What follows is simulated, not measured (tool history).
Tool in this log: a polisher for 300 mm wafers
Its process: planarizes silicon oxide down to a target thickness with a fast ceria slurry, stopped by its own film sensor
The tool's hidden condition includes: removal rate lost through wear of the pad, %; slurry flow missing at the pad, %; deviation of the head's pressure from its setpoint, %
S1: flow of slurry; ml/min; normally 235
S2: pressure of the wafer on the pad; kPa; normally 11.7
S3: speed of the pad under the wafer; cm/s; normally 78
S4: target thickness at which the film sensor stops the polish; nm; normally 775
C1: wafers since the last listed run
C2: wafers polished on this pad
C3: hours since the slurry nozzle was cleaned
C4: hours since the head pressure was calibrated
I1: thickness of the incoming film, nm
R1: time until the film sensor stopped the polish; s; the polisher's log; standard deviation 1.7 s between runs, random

Run 1, hour 0.0: usual settings; C1 0; C2 354; C3 375.2; C4 454.7; I1 1699.2. Result: R1 134.5 s.
At hour 82.0: slurry nozzle cleaned.
Run 2, hour 93.0: usual settings; C1 699; C2 1053; C3 11.0; C4 547.7; I1 1710.8. Result: R1 133.9 s.
Run 3, hour 135.9: usual settings; C1 325; C2 1379; C3 53.9; C4 590.6; I1 1730.8. Result: R1 138.7 s.
At hour 215.4: worn pad replaced by a new one.
Run 4, hour 222.9: usual settings but S1 265 ml/min; C1 630; C2 57; C3 140.9; C4 677.6; I1 1684.3. Result: R1 125.8 s.
Run 5, hour 284.4: usual settings but S1 265 ml/min; C1 467; C2 524; C3 202.4; C4 739.1; I1 1703.5. Result: R1 130.6 s.
Run 6, hour 388.7: usual settings but S1 285 ml/min, S4 704 nm; C1 792; C2 1316; C3 306.7; C4 843.4; I1 1693.6. Result: R1 145.2 s.
Run 7, hour 480.0: usual settings but S1 285 ml/min, S4 704 nm; C1 693; C2 2010; C3 398.0; C4 934.7; I1 1706.3. Result: R1 156.8 s.
At hour 505.1: worn pad replaced by a new one.
At hour 530.7: head pressure recalibrated.
At hour 575.8: slurry nozzle cleaned.
Run 8, hour 582.8: usual settings; C1 727; C2 567; C3 7.0; C4 52.1; I1 1726.3. Result: R1 132.5 s.
Run 9, hour 660.0: usual settings; C1 586; C2 1154; C3 84.2; C4 129.3; I1 1709.8. Result: R1 139.5 s.
Run 10, hour 706.2: usual settings but S1 285 ml/min, S3 68 cm/s; C1 351; C2 1505; C3 130.4; C4 175.5; I1 1716.3. Result: R1 148.8 s.
At hour 727.6: worn pad replaced by a new one.
Run 11, hour 751.6: usual settings but S4 1073 nm; C1 314; C2 182; C3 175.8; C4 220.9; I1 1694.3. Result: R1 88.4 s.
Run 12, hour 849.8: usual settings; C1 746; C2 928; C3 274.0; C4 319.1; I1 1721.0. Result: R1 141.9 s.
Run 13, hour 924.6: usual settings but S1 180 ml/min, S2 13.8 kPa, S4 657 nm; C1 568; C2 1496; C3 348.8; C4 393.9; I1 1728.6. Result: R1 148.8 s.
At hour 946.8: worn pad replaced by a new one.
Run 14, hour 964.8: usual settings but S1 170 ml/min, S2 13.1 kPa, S3 62 cm/s, S4 481 nm; C1 275; C2 136; C3 389.0; C4 434.1; I1 1720.8. Result: R1 192.4 s.

What will run 15 give?
Run 15, hour 1049.4: usual settings; C1 642; C2 779; C3 473.6; C4 518.7; I1 1706.9. Result: R1 ?.

R1: 145.1 s
With no hidden state in the tool, this same run would have given R1 125.1 s.
